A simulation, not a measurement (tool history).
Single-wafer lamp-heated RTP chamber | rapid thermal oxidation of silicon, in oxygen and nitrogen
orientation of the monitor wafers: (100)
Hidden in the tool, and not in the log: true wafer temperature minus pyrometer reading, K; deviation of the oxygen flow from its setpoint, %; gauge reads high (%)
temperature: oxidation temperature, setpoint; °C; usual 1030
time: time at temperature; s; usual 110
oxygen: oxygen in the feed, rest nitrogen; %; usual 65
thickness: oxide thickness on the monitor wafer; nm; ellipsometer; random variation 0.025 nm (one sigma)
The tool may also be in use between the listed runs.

run    hour  temperature  time  oxygen  wafers since the last listed run  wafers since the last pyrometer calibration  hours since the oxygen flow controller was replaced  hours since the gauge calibration  read-back reference wafer on the same gauge, thickness  thickness
  1       0         1021   110      47                                 0                                         1432                                               3579.9                                830                                                   7.466      7.041
  2      13         1021   110      47                                82                                         1514                                               3592.9                                843                                                   7.465      7.042
  3    31.3         1030   110      52                               116                                         1630                                               3611.2                              861.3                                                    7.47      7.757
  4     118         1030   110      52                               549                                         2180                                               3697.9                                948                                                   7.471      7.754
  5   178.3         1030    76      65                               382                                         2562                                               3758.2                             1008.3                                                   7.469      7.089
  6   195.8         1030    76      65                               110                                         2673                                               3775.7                             1025.8                                                   7.485      7.101
  7   227.8         1030   110      65                               202                                         2876                                               3807.7                             1057.8                                                   7.464      8.398
  8   240.7         1030   110      65                                81                                         2958                                               3820.6                             1070.7                                                   7.472      8.423
  9   256.6         1030   110      65                               100                                         3059                                               3836.5                             1086.6                                                    7.48      8.416
 10   285.1         1030   110      51                               180                                         3239                                                 3865                             1115.1                                                   7.478       7.72
 11   312.1         1049   110      65                               171                                         3411                                                 3892                             1142.1                                                   7.469      9.642
 12   340.3         1030    83      65                               178                                         3589                                               3920.2                             1170.3                                                   7.466      7.473
 13   355.6         1030    83      65                                97                                         3687                                               3935.5                             1185.6                                                    7.47      7.423
 14   389.7         1030    83      65                               216                                         3903                                               3969.6                             1219.7                                                   7.465      7.453
 15   402.2         1030   110      65                                79                                         3982                                               3982.1                             1232.2                                                   7.471      8.471
 16   431.7         1030   110      65                               187                                         4169                                               4011.6                             1261.7                                                   7.469      8.462
 17   453.7         1030   110      54                               139                                         4309                                               4033.6                             1283.7                                                   7.475      7.916
 18   477.8         1030   110      65                               152                                         4461                                               4057.7                             1307.8                                                   7.467       8.48
 19   499.1         1030   110      65                               135                                         4596                                                 4079                             1329.1                                                   7.475      8.475
        519  -- gauge calibrated
 20   524.9         1010   133      73                               163                                         4760                                               4104.8                                5.9                                                    7.46      8.343
 21   598.9         1030   110      75                               469                                         5229                                               4178.8                               79.9                                                   7.471      8.939
 22   622.8         1054   110      65                               151                                         5381                                               4202.7                              103.8                                                   7.469     10.117
 23   647.3         1030   110      65                               155                                         5536                                               4227.2                              128.3                                                   7.468      8.526
      663.5  -- pyrometer window cleaned and pyrometer calibrated
 24     664         1030   129      51                                55                                            3                                               4243.9                                145                                                   7.477      8.479
 25   685.6         1030    57      65                               136                                          139                                               4265.5                              166.6                                                   7.469      6.415
 26   706.7         1030   140      81                               133                                          273                                               4286.6                              187.7                                                   7.467     10.461
 27     731         1041    92      44                               154                                          427                                               4310.9                                212                                                   7.471      7.435
      765.4  -- oxygen flow controller replaced
 28   765.9         1054   110      65                               170                                          598                                                  0.5                              246.9                                                   7.474     10.219
 29   779.2         1030   110      65                                84                                          682                                                 13.8                              260.2                                                    7.47      8.654
 30   803.1         1054   125      41                               151                                          834                                                 37.7                              284.1                                                   7.468      9.218
 31   836.2         1030   110      65                               209                                         1044                                                 70.8                              317.2                                                   7.475      8.651
 32     870         1046   110      65                               214                                         1258                                                104.6                                351                                                   7.473      9.646
      924.1  -- pyrometer window cleaned and pyrometer calibrated, repeated, since the last time left the tool worse
 33   965.3         1038   110      65                               553                                          261                                                199.9                              446.3                                                   7.472        8.9
 34    1000         1049   110      65                               220                                          481                                                234.6                                481                                                   7.483      9.578
 35  1015.7         1030   110      65                                99                                          580                                                250.3                              496.7                                                   7.462      8.428
 36  1112.5         1013    76      51                               613                                         1194                                                347.1                              593.5                                                   7.466      5.789
 37  1139.8         1030   158      65                               173                                         1367                                                374.4                              620.8                                                   7.469      9.916
 38  1172.3         1017   110      87                               206                                         1573                                                406.9                              653.3                                                   7.481      8.519
 39    1187         1009    76      95                                93                                         1667                                                421.6                                668                                                   7.469      7.015

What the log doesn't show, run by run:
deviation of the oxygen flow from its setpoint, %: 0 in every run
gauge reads high (%): 0 in every run
H1: true wafer temperature minus pyrometer reading, K
run     H1
  1  0.216
  2  0.235
  3  0.264
  4  0.431
  5  0.576
  6  0.623
  7  0.712
  8  0.751
  9  0.799
 10   0.89
 11  0.981
 12   1.08
 13   1.14
 14   1.27
 15   1.32
 16   1.44
 17   1.53
 18   1.64
 19   1.74
 20   1.86
 21   2.24
 22   2.36
 23    2.5
 24   4.45
 25   4.45
 26   4.46
 27   4.46
 28   4.48
 29   4.49
 30   4.51
 31   4.54
 32   4.59
 33  0.154
 34  0.167
 35  0.176
 36  0.263
 37  0.298
 38  0.347
 39  0.371

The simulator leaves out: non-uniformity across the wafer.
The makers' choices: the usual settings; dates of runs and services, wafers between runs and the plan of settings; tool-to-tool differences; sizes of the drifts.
